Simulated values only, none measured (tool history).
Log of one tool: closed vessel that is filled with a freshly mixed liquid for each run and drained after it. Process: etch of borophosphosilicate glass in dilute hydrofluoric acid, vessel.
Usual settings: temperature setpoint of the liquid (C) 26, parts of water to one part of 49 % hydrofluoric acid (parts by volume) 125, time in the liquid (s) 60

run,hour,temperature setpoint of the liquid (C),parts of water to one part of 49 % hydrofluoric acid (parts by volume),time in the liquid (s),wafers since the last listed run,hours since the thermometer was replaced,hours since the hydrofluoric acid flow meter was replaced,hours since the gauge calibration,"read-back film thickness of the borophosphosilicate glass reference wafer, read on the same gauge (nm)",thickness taken off the borophosphosilicate glass on a monitor wafer (angstrom)
1,0,26,125,60,0,503,800.8,2038.3,90,191.1
2,97.3,26,125,60,10297,600.3,898.1,2135.6,90.01,192.4
3,174.1,26,125,60,8127,677.1,974.9,2212.4,90,187.4
4,236.9,26,125,60,6646,739.9,1037.7,2275.2,90,186.9
5,311.4,26,95,85,7884,814.4,1112.2,2349.7,89.99,366.8
6,411,26,125,60,10540,914,1211.8,2449.3,90,189.5
7,448,26,125,60,3915,951,1248.8,2486.3,90,187.9
8,499,26,125,60,5397,1002,1299.8,2537.3,90.01,185.1
9,589.2,24,125,60,9545,1092.2,1390,2627.5,90.01,171.5
10,694.3,26,125,60,11122,1197.3,1495.1,2732.6,89.99,188.7
11,761.6,26,125,60,7122,1264.6,1562.4,2799.9,90,184.5
12,853.5,23.5,80,95,9725,1356.5,1654.3,2891.8,90.01,435.9
13,917.6,30.5,80,60,6783,1420.6,1718.4,2955.9,90.01,371.9
14,963.7,26,125,60,4878,1466.7,1764.5,3002,90,189
15,1000.3,24.5,70,45,3873,1503.3,1801.1,3038.6,89.99,255.5
16,1159.2,22.5,155,70,16816,1662.2,1960,3197.5,90.01,146.4
# hour 1229.7: thermometer replaced
17,1235.9,26,125,60,8011,6.2,2036.7,3274.2,90,194.3
18,1273.6,26,100,60,3989,43.9,2074.4,3311.9,89.97,244.3
# hour 1275.6: hydrofluoric acid flow meter replaced
19,1337.1,24,105,80,6614,107.4,61.5,3375.4,89.98,287.1
# hour 1341.1: gauge calibrated
20,1400.1,26,125,60,6667,170.4,124.5,59,90.01,191.9
21,1474.7,26,125,60,7894,245,199.1,133.6,90.01,190.2
22,1539.9,26,125,60,6900,310.2,264.3,198.8,90.01,191.3
23,1612.4,22,90,85,7672,382.7,336.8,271.3,90.01,334.6
24,1703.1,26,125,45,9598,473.4,427.5,362,89.99,142.7
25,1770.4,27.5,100,90,7122,540.7,494.8,429.3,89.99,393.2
26,1822.7,26,125,90,5534,593,547.1,481.6,90.01,286.3
27,1906.6,27.5,95,70,8879,676.9,631,565.5,90,317.5
28,1985.9,26,125,60,8392,756.2,710.3,644.8,90.02,188.4
29,2046.7,28,170,35,6434,817,771.1,705.6,89.99,81.6
30,2154.3,26,125,60,11387,924.6,878.7,813.2,90.03,192.7
31,2203,24,125,80,5153,973.3,927.4,861.9,89.99,226.1

Hidden state or all else? Some run-to-run changes of thickness taken off the borophosphosilicate glass on a monitor wafer (angstrom), split into what the settings, what came in and random variation would give without the hidden state, and what is left for the hidden state (with any gauge scatter that isn't in both results):
The hidden state here: liquid colder than its thermometer reads (K); hydrofluoric acid flow above the setpoint (%); gauge reads high (%).
Run 11 -> 12: temperature setpoint of the liquid (C) 26 -> 23.5, parts of water to one part of 49 % hydrofluoric acid (parts by volume) 125 -> 80, time in the liquid (s) 60 -> 95. thickness taken off the borophosphosilicate glass on a monitor wafer (angstrom) +251.4: hidden state -10.8, all else +262.2.
Run 13 -> 14: temperature setpoint of the liquid (C) 30.5 -> 26, parts of water to one part of 49 % hydrofluoric acid (parts by volume) 80 -> 125. thickness taken off the borophosphosilicate glass on a monitor wafer (angstrom) -182.9: hidden state +6.8, all else -189.7.
Run 16 -> 17: temperature setpoint of the liquid (C) 22.5 -> 26, parts of water to one part of 49 % hydrofluoric acid (parts by volume) 155 -> 125, time in the liquid (s) 70 -> 60, thermometer replaced. thickness taken off the borophosphosilicate glass on a monitor wafer (angstrom) +47.9: hidden state +6.6, all else +41.3.
Run 23 -> 24: temperature setpoint of the liquid (C) 22 -> 26, parts of water to one part of 49 % hydrofluoric acid (parts by volume) 90 -> 125, time in the liquid (s) 85 -> 45. thickness taken off the borophosphosilicate glass on a monitor wafer (angstrom) -191.9: hidden state +2, all else -193.9.
Run 24 -> 25: temperature setpoint of the liquid (C) 26 -> 27.5, parts of water to one part of 49 % hydrofluoric acid (parts by volume) 125 -> 100, time in the liquid (s) 45 -> 90. thickness taken off the borophosphosilicate glass on a monitor wafer (angstrom) +250.5: hidden state -4.2, all else +254.7.
